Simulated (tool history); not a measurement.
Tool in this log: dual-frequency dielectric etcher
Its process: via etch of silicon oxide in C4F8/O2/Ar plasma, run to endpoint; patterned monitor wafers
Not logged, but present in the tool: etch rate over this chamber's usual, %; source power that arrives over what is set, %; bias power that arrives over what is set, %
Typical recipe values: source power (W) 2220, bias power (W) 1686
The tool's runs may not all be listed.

run     day  source power (W)  bias power (W)  wafers since the last listed run  hours since the last wet clean  hours since the last source power generator calibration  hours since the last bias power generator calibration  hours since the last upper electrode change  incoming incoming film thickness, nm  endpoint time (s)
  1   0.000              2220            1686                                 0                           487.2                                                   3680.0                                                 4352.8                                       5035.4                                 880.3              167.2
  2   0.733              2220            1686                               133                           504.8                                                   3697.6                                                 4370.4                                       5053.0                                 886.9              168.8
  3   1.296              2220            1686                               102                           518.3                                                   3711.1                                                 4383.9                                       5066.5                                 877.0              165.9
  4   1.767              2220            1686                                85                           529.6                                                   3722.4                                                 4395.2                                       5077.8                                 877.5              166.5
  5   2.262              2220            1686                                90                           541.5                                                   3734.3                                                 4407.1                                       5089.7                                 878.6              166.8
  6   2.817              2220            1891                               100                           554.8                                                   3747.6                                                 4420.4                                       5103.0                                 883.2              163.0
  7   3.483              2220            1891                               121                           570.8                                                   3763.6                                                 4436.4                                       5119.0                                 887.3              163.7
      3.992  -- bias power generator calibrated
      5.112  -- wet clean of the chamber
  8   5.133              2220            1686                                87                             0.5                                                   3803.2                                                   27.4                                       5158.6                                 887.0              172.7
  9   5.146              2220            1686                                 2                             0.8                                                   3803.5                                                   27.7                                       5158.9                                 884.3              172.9
 10   5.517              2220            1686                                67                             9.7                                                   3812.4                                                   36.6                                       5167.8                                 883.6              172.0
      7.308  -- upper electrode replaced
 11   7.504              1780            1900                               179                            57.4                                                   3860.1                                                   84.3                                          4.7                                 881.9              183.7
 12   8.000              2220            1686                                90                            69.3                                                   3872.0                                                   96.2                                         16.6                                 876.5              170.2
 13   8.479              2710            1686                                87                            80.8                                                   3883.5                                                  107.7                                         28.1                                 879.9              155.3
 14   9.204              1970            1961                               131                            98.2                                                   3900.9                                                  125.1                                         45.5                                 884.8              173.9
 15   9.867              2220            1686                               120                           114.1                                                   3916.8                                                  141.0                                         61.4                                 883.6              171.6
     10.233  -- source power generator calibrated
 16  10.296              2440            1456                                47                           124.4                                                      1.5                                                  151.3                                         71.7                                 874.0              167.3
 17  10.954              2220            2003                               119                           140.2                                                     17.3                                                  167.1                                         87.5                                 879.7              162.6
 18  11.546              2440            1515                               107                           154.4                                                     31.5                                                  181.3                                        101.7                                 877.6              165.9
 19  12.050              2220            1686                                91                           166.5                                                     43.6                                                  193.4                                        113.8                                 878.7              169.3
 20  12.421              2220            1686                                67                           175.4                                                     52.5                                                  202.3                                        122.7                                 874.8              169.1
 21  12.796              1880            1508                                68                           184.4                                                     61.5                                                  211.3                                        131.7                                 872.7              186.9

Below, some changes in endpoint time (s) between adjacent runs. For each, the amount present without the hidden state too (settings, incoming material, random variation) and the amount remaining for the hidden state with gauge scatter not shared by both compared results:
Run 7 -> 8: bias power (W) 1891 -> 1686, bias power generator calibrated, wet clean of the chamber. endpoint time (s) +9.0: hidden state +4.4, all else +4.6.
Run 10 -> 11: source power (W) 2220 -> 1780, bias power (W) 1686 -> 1900, upper electrode replaced. endpoint time (s) +11.7: hidden state -0.3, all else +12.0.
Run 13 -> 14: source power (W) 2710 -> 1970, bias power (W) 1686 -> 1961. endpoint time (s) +18.6: hidden state -0.2, all else +18.8.
Run 20 -> 21: source power (W) 2220 -> 1880, bias power (W) 1686 -> 1508. endpoint time (s) +17.8: hidden state -0.2, all else +18.0.
